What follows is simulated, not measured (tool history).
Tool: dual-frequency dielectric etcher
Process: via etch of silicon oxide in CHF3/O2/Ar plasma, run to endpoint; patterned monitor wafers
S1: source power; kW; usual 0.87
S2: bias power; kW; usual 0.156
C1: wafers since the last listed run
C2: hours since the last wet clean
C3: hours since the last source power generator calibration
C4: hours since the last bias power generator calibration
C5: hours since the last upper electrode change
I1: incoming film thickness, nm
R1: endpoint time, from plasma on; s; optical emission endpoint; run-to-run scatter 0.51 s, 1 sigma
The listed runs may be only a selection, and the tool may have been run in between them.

run   hour    S1     S2  C1     C2      C3      C4      C5     I1     R1
  1      0  0.94   0.14   0  551.9  2391.3    3920  3410.2  402.3  175.7
  2   12.4  0.94   0.14  36  564.3  2403.7  3932.4  3422.6  398.8  174.4
  3   25.6  0.72  0.164  38  577.5  2416.9  3945.6  3435.8  399.1  191.3
  4   32.8  0.72  0.164  21  584.7  2424.1  3952.8    3443    400  191.9
  5   47.5  0.87  0.156  42  599.4  2438.8  3967.5  3457.7  400.2  177.9
      77.1  -- wet clean of the chamber
      77.4  -- bias power generator calibrated
      80.9  -- upper electrode replaced, of another model than before
  6   81.4  0.98  0.156  17    4.3  2472.7       4     0.5  404.7  163.3
  7   81.8  1.02  0.156   1    4.7  2473.1     4.4     0.9    400  159.5
  8   82.2  0.87  0.166   1    5.1  2473.5     4.8     1.3  403.6  168.8
  9   87.9   0.8   0.13  16   10.8  2479.2    10.5       7  399.8  177.4
        98  -- source power generator calibrated
 10   98.5  0.87  0.132  19   21.4     0.5    21.1    17.6  402.2    174
 11  114.1  0.94   0.14  45     37    16.1    36.7    33.2  400.3  167.2
 12  127.6     1  0.129  39   50.5    29.6    50.2    46.7  399.6  164.4
 13    134  1.04  0.156  18   56.9      36    56.6    53.1  397.1  157.5
 14  145.3  0.72  0.164  32   68.2    47.3    67.9    64.4  396.1  178.9

Predict each of these 4 candidate next runs independently; none follows another, all start after run 14:
  A  145.8  0.87  0.156   1  68.7  47.8  68.4  64.9  399.3   ?
  B  145.8  1.03  0.186   1  68.7  47.8  68.4  64.9  399.3   ?
  C  145.8  0.67  0.124   1  68.7  47.8  68.4  64.9  399.3   ?
  D  145.8  0.95  0.126   1  68.7  47.8  68.4  64.9  399.3   ?

run     R1
  A  169.2
  B  155.4
  C  190.8
  D  168.1
What these runs would have given with no unlogged condition in the tool:
run     R1
  A  168.1
  B  154.5
  C  189.6
  D    167

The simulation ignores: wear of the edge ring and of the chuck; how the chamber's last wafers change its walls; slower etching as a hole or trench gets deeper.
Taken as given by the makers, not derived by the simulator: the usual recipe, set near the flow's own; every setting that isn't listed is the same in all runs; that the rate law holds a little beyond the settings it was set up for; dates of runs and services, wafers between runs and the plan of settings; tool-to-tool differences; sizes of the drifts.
